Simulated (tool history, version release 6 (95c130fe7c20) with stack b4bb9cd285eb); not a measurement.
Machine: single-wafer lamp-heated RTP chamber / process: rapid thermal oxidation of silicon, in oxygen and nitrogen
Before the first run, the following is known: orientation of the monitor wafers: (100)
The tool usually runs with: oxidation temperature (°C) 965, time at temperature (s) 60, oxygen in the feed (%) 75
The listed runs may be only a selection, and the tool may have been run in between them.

run     day  oxidation temperature (°C)  time at temperature (s)  oxygen in the feed (%)  read-back reference wafer on the same gauge, thickness  oxide thickness on the monitor wafer (Å)
  1   0.000                         965                       60                      75                                                   4.777                                     44.15
  2   0.292                         965                       60                      75                                                   4.783                                     44.28
  3   0.762                         965                       60                      75                                                   4.782                                     44.20
  4   1.467                         965                       60                      75                                                   4.779                                     44.33
  5   2.004                         965                       60                      55                                                   4.778                                     40.24
  6   2.733                         965                       60                      55                                                   4.781                                     40.29
  7   4.129                         965                       60                      57                                                   4.779                                     40.93
  8   4.396                         965                       60                      75                                                   4.780                                     44.65
  9   4.712                         965                       60                      75                                                   4.778                                     44.38
 10   5.312                         965                       42                      75                                                   4.778                                     38.82
 11   5.900                         965                       60                      75                                                   4.779                                     44.54
      6.017  -- gauge calibrated
 12   6.583                         965                       60                      75                                                   4.781                                     44.44
 13   7.083                         965                       46                      75                                                   4.781                                     39.97
 14   7.562                         973                       86                      75                                                   4.781                                     55.16
 15   8.038                         994                       79                      94                                                   4.780                                     67.34
 16   8.788                         982                       39                      93                                                   4.779                                     45.40
 17   9.371                         965                       35                      47                                                   4.782                                     32.10
 18   9.771                         991                       60                      48                                                   4.781                                     46.35
     10.708  -- pyrometer window cleaned and pyrometer calibrated
 19  10.729                         965                       60                      75                                                   4.779                                     43.03
 20  10.800                         949                       38                      97                                                   4.781                                     34.97
 21  11.171                         965                       60                      75                                                   4.781                                     43.18
 22  11.671                         980                       49                      59                                                   4.779                                     41.09
     13.029  -- oxygen flow controller replaced
 23  13.629                         980                       60                      86                                                   4.780                                     50.19
 24  14.117                         946                       50                      54                                                   4.781                                     32.84
 25  14.471                         965                       60                      66                                                   4.782                                     41.58
     14.783  -- gauge calibrated
 26  15.562                         965                       60                      75                                                   4.782                                     43.14
 27  16.292                         985                       46                      75                                                   4.782                                     44.67

4 options for the next run, each taken on its own from the tool as it stands now. Forecast them:
  A  16.308                         965                       60                      98                                                       ?                                         ?
  B  16.308                         985                       60                      94                                                       ?                                         ?
  C  16.308                         984                       81                      75                                                       ?                                         ?
  D  16.308                         976                       60                      93                                                       ?                                         ?

run  read-back reference wafer on the same gauge, thickness  oxide thickness on the monitor wafer (Å)
  A                                                   4.781                                     47.32
  B                                                   4.781                                     54.03
  C                                                   4.781                                     56.56
  D                                                   4.781                                     50.40
Without the tool's unlogged condition, the same runs would have read:
run  oxide thickness on the monitor wafer (Å)
  A                                     46.68
  B                                     53.29
  C                                     55.79
  D                                     49.71

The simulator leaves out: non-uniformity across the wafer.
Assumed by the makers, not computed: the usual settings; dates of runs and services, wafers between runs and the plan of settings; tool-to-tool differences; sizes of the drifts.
